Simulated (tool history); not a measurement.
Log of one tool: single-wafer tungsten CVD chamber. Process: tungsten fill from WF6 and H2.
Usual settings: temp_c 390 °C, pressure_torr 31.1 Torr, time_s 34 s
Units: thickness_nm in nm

run,hour,temp_c,pressure_torr,time_s,wafers since the last listed run,hours since the last thermocouple change,hours since the last manometer calibration,hours since the showerhead was replaced,hours since the gauge calibration,"read-back reference wafer on the same gauge, thickness_nm",thickness_nm
1,0,390,35.1,34,0,2462.2,1077.7,2716.7,744.3,77.502,96.38
2,31.3,390,35.1,34,720,2493.5,1109,2748,775.6,77.437,96.644
3,54.6,390,31.1,34,536,2516.8,1132.3,2771.3,798.9,77.475,89.611
4,78.5,390,31.1,34,550,2540.7,1156.2,2795.2,822.8,77.412,89.847
5,100.8,390,31.1,34,513,2563,1178.5,2817.5,845.1,77.497,89.452
# hour 120.8: showerhead replaced
6,134,390,31.1,34,580,2596.2,1211.7,13.2,878.3,77.43,89.734
7,166.5,381,31.1,34,748,2628.7,1244.2,45.7,910.8,77.436,77.003
8,184.2,390,31.1,34,407,2646.4,1261.9,63.4,928.5,77.523,89.885
9,206.2,390,31.1,34,506,2668.4,1283.9,85.4,950.5,77.432,89.646
10,223.9,390,31.1,34,407,2686.1,1301.6,103.1,968.2,77.472,90.011
11,240.4,390,31.1,34,379,2702.6,1318.1,119.6,984.7,77.467,89.389
# hour 252.4: capacitance manometer re-zeroed and calibrated
12,255.5,390,31.1,34,163,2717.7,3.1,134.7,999.8,77.489,92.691
13,293.5,403,24.3,34,875,2755.7,41.1,172.7,1037.8,77.512,97.1
14,305.6,390,23.7,38.9,278,2767.8,53.2,184.8,1049.9,77.537,88.38
# hour 322.2: gauge calibrated
15,329.4,376,38.3,30.7,548,2791.6,77,208.6,7.2,77.562,74.516
16,350.3,390,31.1,34,481,2812.5,97.9,229.5,28.1,77.529,92.451
17,371.6,390,31.1,34,490,2833.8,119.2,250.8,49.4,77.563,92.643
# hour 403.7: thermocouple changed; heater temperature recalibrated
18,404.2,395,25.5,34,566,0.5,151.8,283.4,82,77.561,81.669
19,425.3,390,29.1,30.2,485,21.6,172.9,304.5,103.1,77.437,72.409
20,454.7,404,35.3,39.1,677,51,202.3,333.9,132.5,77.545,133.545
21,466.8,395,24.7,28.9,278,63.1,214.4,346,144.6,77.508,68.083
22,497.4,390,31.1,34,704,93.7,245,376.6,175.2,77.525,85.445
23,530.9,390,31.1,34,771,127.2,278.5,410.1,208.7,77.562,85.11
24,552.5,398,23.4,34,497,148.8,300.1,431.7,230.3,77.567,81.043
25,583.3,390,34.4,31.3,709,179.6,330.9,462.5,261.1,77.5,83.573
26,609.3,390,24.2,35.8,598,205.6,356.9,488.5,287.1,77.503,76.255
27,642.6,394,35.7,34,766,238.9,390.2,521.8,320.4,77.484,98.831
28,666.5,398,37,35.9,550,262.8,414.1,545.7,344.3,77.501,113.625
29,698.7,390,31.1,34,741,295,446.3,577.9,376.5,77.547,85.014
30,733.4,403,31.1,30.9,799,329.7,481,612.6,411.2,77.523,95.815
31,761.9,390,36.9,34,656,358.2,509.5,641.1,439.7,77.542,94.216
32,779.2,390,31.1,34,398,375.5,526.8,658.4,457,77.495,84.944
33,797.5,399,33.5,27.7,421,393.8,545.1,676.7,475.3,77.48,83.909
34,830.2,377,37.9,40.3,752,426.5,577.8,709.4,508,77.462,89.885
35,917.2,390,31.1,34,2003,513.5,664.8,796.4,595,77.532,84.924

The tool's hidden state at each run:
gauge reads high (%): 0 in every run
H1: wafer temperature above the value expected at the setpoint (K)
H2: true pressure above the setpoint (%)
run,H1,H2
1,3.77,-3.44
2,3.85,-3.64
3,3.91,-3.8
4,3.97,-3.96
5,4.03,-4.11
6,4.12,-4.34
7,4.21,-4.57
8,4.25,-4.7
9,4.31,-4.86
10,4.36,-5
11,4.41,-5.12
12,4.45,-0.497
13,4.56,-0.502
14,4.59,-0.505
15,4.66,-0.514
16,4.72,-0.525
17,4.78,-0.538
18,-0.278,-0.564
19,-0.278,-0.584
20,-0.277,-0.616
21,-0.276,-0.631
22,-0.274,-0.672
23,-0.27,-0.723
24,-0.267,-0.759
25,-0.262,-0.816
26,-0.257,-0.868
27,-0.249,-0.941
28,-0.243,-0.997
29,-0.234,-1.08
30,-0.223,-1.17
31,-0.213,-1.25
32,-0.206,-1.31
33,-0.199,-1.36
34,-0.186,-1.47
35,-0.144,-1.79
